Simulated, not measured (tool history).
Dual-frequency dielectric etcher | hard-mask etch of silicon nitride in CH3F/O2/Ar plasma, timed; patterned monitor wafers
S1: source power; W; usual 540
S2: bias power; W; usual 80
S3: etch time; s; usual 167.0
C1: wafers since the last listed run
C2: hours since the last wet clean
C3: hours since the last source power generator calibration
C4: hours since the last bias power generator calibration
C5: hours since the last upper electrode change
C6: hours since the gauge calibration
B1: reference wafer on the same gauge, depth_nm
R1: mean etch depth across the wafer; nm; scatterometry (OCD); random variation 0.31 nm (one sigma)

run 1 hour=0.0 | S1=540 S2=72 S3=167.0 | C1=0 C2=384.2 C3=3534.2 C4=2997.3 C5=5687.5 C6=652.3 | B1=115.0 | R1=118.7
run 2 hour=21.1 | S1=540 S2=72 S3=167.0 | C1=183 C2=405.3 C3=3555.3 C4=3018.4 C5=5708.6 C6=673.4 | B1=115.0 | R1=118.3
run 3 hour=51.2 | S1=540 S2=89 S3=137.5 | C1=261 C2=435.4 C3=3585.4 C4=3048.5 C5=5738.7 C6=703.5 | B1=115.0 | R1=106.0
-- hour=89.1 upper electrode replaced
run 4 hour=89.6 | S1=540 S2=80 S3=167.0 | C1=125 C2=473.8 C3=3623.8 C4=3086.9 C5=0.5 C6=741.9 | B1=115.0 | R1=123.5
run 5 hour=89.9 | S1=540 S2=91 S3=167.0 | C1=2 C2=474.1 C3=3624.1 C4=3087.2 C5=0.8 C6=742.2 | B1=114.9 | R1=129.8
-- hour=118.4 bias power generator calibrated
run 6 hour=118.9 | S1=540 S2=91 S3=167.0 | C1=217 C2=503.1 C3=3653.1 C4=0.5 C5=29.8 C6=771.2 | B1=115.0 | R1=129.7
run 7 hour=135.6 | S1=540 S2=71 S3=167.0 | C1=145 C2=519.8 C3=3669.8 C4=17.2 C5=46.5 C6=787.9 | B1=115.0 | R1=116.8
-- hour=167.5 wet clean of the chamber
run 8 hour=168.0 | S1=540 S2=80 S3=167.0 | C1=73 C2=0.5 C3=3702.2 C4=49.6 C5=78.9 C6=820.3 | B1=115.0 | R1=126.1
run 9 hour=193.5 | S1=540 S2=80 S3=167.0 | C1=221 C2=26.0 C3=3727.7 C4=75.1 C5=104.4 C6=845.8 | B1=115.0 | R1=126.5
run 10 hour=216.0 | S1=440 S2=75 S3=167.0 | C1=195 C2=48.5 C3=3750.2 C4=97.6 C5=126.9 C6=868.3 | B1=115.0 | R1=113.8
run 11 hour=251.8 | S1=540 S2=91 S3=167.0 | C1=311 C2=84.3 C3=3786.0 C4=133.4 C5=162.7 C6=904.1 | B1=115.0 | R1=132.9
run 12 hour=281.0 | S1=440 S2=66 S3=203.0 | C1=253 C2=113.5 C3=3815.2 C4=162.6 C5=191.9 C6=933.3 | B1=115.1 | R1=130.9
run 13 hour=313.6 | S1=540 S2=80 S3=167.0 | C1=283 C2=146.1 C3=3847.8 C4=195.2 C5=224.5 C6=965.9 | B1=115.0 | R1=125.3
-- hour=317.7 gauge calibrated
run 14 hour=325.8 | S1=540 S2=61 S3=167.0 | C1=106 C2=158.3 C3=3860.0 C4=207.4 C5=236.7 C6=8.1 | B1=115.0 | R1=112.6
run 15 hour=345.7 | S1=490 S2=91 S3=194.0 | C1=173 C2=178.2 C3=3879.9 C4=227.3 C5=256.6 C6=28.0 | B1=115.0 | R1=147.5
run 16 hour=373.9 | S1=600 S2=80 S3=167.0 | C1=245 C2=206.4 C3=3908.1 C4=255.5 C5=284.8 C6=56.2 | B1=115.0 | R1=130.3
run 17 hour=386.7 | S1=540 S2=80 S3=152.5 | C1=111 C2=219.2 C3=3920.9 C4=268.3 C5=297.6 C6=69.0 | B1=115.0 | R1=114.5
-- hour=394.7 source power generator calibrated
run 18 hour=420.5 | S1=540 S2=80 S3=167.0 | C1=259 C2=253.0 C3=25.8 C4=302.1 C5=331.4 C6=102.8 | B1=115.0 | R1=125.2
run 19 hour=445.4 | S1=540 S2=80 S3=167.0 | C1=216 C2=277.9 C3=50.7 C4=327.0 C5=356.3 C6=127.7 | B1=115.0 | R1=125.3
run 20 hour=459.7 | S1=500 S2=88 S3=208.0 | C1=124 C2=292.2 C3=65.0 C4=341.3 C5=370.6 C6=142.0 | B1=115.0 | R1=156.8
run 21 hour=543.8 | S1=640 S2=80 S3=167.0 | C1=731 C2=376.3 C3=149.1 C4=425.4 C5=454.7 C6=226.1 | B1=115.1 | R1=132.3
run 22 hour=579.0 | S1=670 S2=80 S3=167.0 | C1=306 C2=411.5 C3=184.3 C4=460.6 C5=489.9 C6=261.3 | B1=114.9 | R1=134.9
run 23 hour=595.4 | S1=540 S2=74 S3=167.0 | C1=142 C2=427.9 C3=200.7 C4=477.0 C5=506.3 C6=277.7 | B1=115.0 | R1=120.2
run 24 hour=626.3 | S1=540 S2=65 S3=167.0 | C1=268 C2=458.8 C3=231.6 C4=507.9 C5=537.2 C6=308.6 | B1=114.9 | R1=114.0
run 25 hour=641.9 | S1=450 S2=73 S3=191.5 | C1=135 C2=474.4 C3=247.2 C4=523.5 C5=552.8 C6=324.2 | B1=115.1 | R1=127.2
run 26 hour=659.4 | S1=540 S2=80 S3=167.0 | C1=152 C2=491.9 C3=264.7 C4=541.0 C5=570.3 C6=341.7 | B1=115.0 | R1=123.4
run 27 hour=694.9 | S1=540 S2=80 S3=134.5 | C1=308 C2=527.4 C3=300.2 C4=576.5 C5=605.8 C6=377.2 | B1=115.0 | R1=99.6
run 28 hour=718.2 | S1=470 S2=87 S3=207.5 | C1=202 C2=550.7 C3=323.5 C4=599.8 C5=629.1 C6=400.5 | B1=115.0 | R1=150.1
run 29 hour=730.8 | S1=540 S2=80 S3=167.0 | C1=109 C2=563.3 C3=336.1 C4=612.4 C5=641.7 C6=413.1 | B1=115.0 | R1=123.4

The tool's hidden state at each run:
source power that arrives over what is set, %: 0 in every run
bias power that arrives over what is set, %: 0 in every run
gauge reads high (%): 0 in every run
H1: etch rate over this chamber's usual, %
run=1 H1=-2.1
run=2 H1=-2.2
run=3 H1=-2.34
run=4 H1=-2.52
run=5 H1=-2.52
run=6 H1=-2.66
run=7 H1=-2.73
run=8 H1=0.165
run=9 H1=0.0453
run=10 H1=-0.0602
run=11 H1=-0.228
run=12 H1=-0.365
run=13 H1=-0.518
run=14 H1=-0.575
run=15 H1=-0.669
run=16 H1=-0.801
run=17 H1=-0.861
run=18 H1=-1.02
run=19 H1=-1.14
run=20 H1=-1.2
run=21 H1=-1.6
run=22 H1=-1.76
run=23 H1=-1.84
run=24 H1=-1.98
run=25 H1=-2.06
run=26 H1=-2.14
run=27 H1=-2.31
run=28 H1=-2.42
run=29 H1=-2.47

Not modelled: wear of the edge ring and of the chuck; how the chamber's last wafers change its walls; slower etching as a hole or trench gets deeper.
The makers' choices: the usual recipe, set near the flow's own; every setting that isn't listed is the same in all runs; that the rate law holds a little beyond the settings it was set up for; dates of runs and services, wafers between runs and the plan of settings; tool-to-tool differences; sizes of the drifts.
